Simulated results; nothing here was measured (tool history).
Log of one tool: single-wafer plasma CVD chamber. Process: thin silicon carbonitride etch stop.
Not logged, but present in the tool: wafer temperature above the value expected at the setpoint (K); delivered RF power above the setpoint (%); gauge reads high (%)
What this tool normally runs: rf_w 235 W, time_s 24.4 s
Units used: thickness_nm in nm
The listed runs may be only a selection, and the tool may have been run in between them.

run,hour,rf_w,time_s,wafers since the last listed run,hours since the last thermocouple change,hours since the last RF generator calibration,hours since the showerhead was replaced,hours since the gauge calibration,"read-back reference wafer on the same gauge, thickness_nm",thickness_nm
1,0,235,24.4,0,201.2,823.2,5118,1073,11.702,11.75
2,183.6,235,24.4,8455,384.8,1006.8,5301.6,1256.6,11.704,11.762
3,251.2,235,24.4,3113,452.4,1074.4,5369.2,1324.2,11.703,11.712
4,291.9,235,24.4,1874,493.1,1115.1,5409.9,1364.9,11.699,11.717
5,351.1,235,24.4,2726,552.3,1174.3,5469.1,1424.1,11.699,11.676
6,396.2,235,22.3,2077,597.4,1219.4,5514.2,1469.2,11.704,10.654
7,545.2,235,25.5,6861,746.4,1368.4,5663.2,1618.2,11.703,12.192
8,621.7,235,25.5,3523,822.9,1444.9,5739.7,1694.7,11.695,12.129
9,676.8,235,21.2,2537,878,1500,5794.8,1749.8,11.698,10.127
10,748.9,235,24.4,3320,950.1,1572.1,5866.9,1821.9,11.703,11.633
# hour 757.1: gauge calibrated
11,788.6,235,24.4,1828,989.8,1611.8,5906.6,31.5,11.699,11.543
12,828.8,235,24.4,1851,1030,1652,5946.8,71.7,11.699,11.609
13,936.4,235,24.4,4955,1137.6,1759.6,6054.4,179.3,11.698,11.619
14,1042,210,22.6,4863,1243.2,1865.2,6160,284.9,11.701,10.397
15,1106.8,235,28.2,2984,1308,1930,6224.8,349.7,11.699,13.434
# hour 1135.3: thermocouple changed; heater temperature recalibrated
16,1177.1,270,27.2,2869,41.8,2000.3,6295.1,420,11.694,13.453
17,1266.3,210,28,4107,131,2089.5,6384.3,509.2,11.699,12.808
18,1352.3,235,24.4,3960,217,2175.5,6470.3,595.2,11.704,11.535
# hour 1379.3: RF generator calibrated
19,1430.1,200,22.6,3214,294.8,50.8,6548.1,673,11.7,10.526
20,1500.2,235,24.4,3228,364.9,120.9,6618.2,743.1,11.7,11.844
# hour 1552.5: showerhead replaced
21,1555.1,190,26.3,2159,419.8,175.8,2.6,798,11.702,12.051
22,1605.2,265,25.9,2307,469.9,225.9,52.7,848.1,11.699,12.98
23,1671.7,235,26.8,3062,536.4,292.4,119.2,914.6,11.703,13.015
24,1768.2,235,20.2,4444,632.9,388.9,215.7,1011.1,11.701,9.78
25,1850.2,235,24.4,3776,714.9,470.9,297.7,1093.1,11.701,11.828

For run 26, what comes out?
26,1953.8,250,26.7,4771,818.5,574.5,401.3,1196.7,?,?

read-back reference wafer on the same gauge, thickness_nm: 11.696
thickness_nm: 13.134 nm
On a tool with no hidden condition, and with the same random variation, this run would have come out at thickness_nm 13.225 nm.
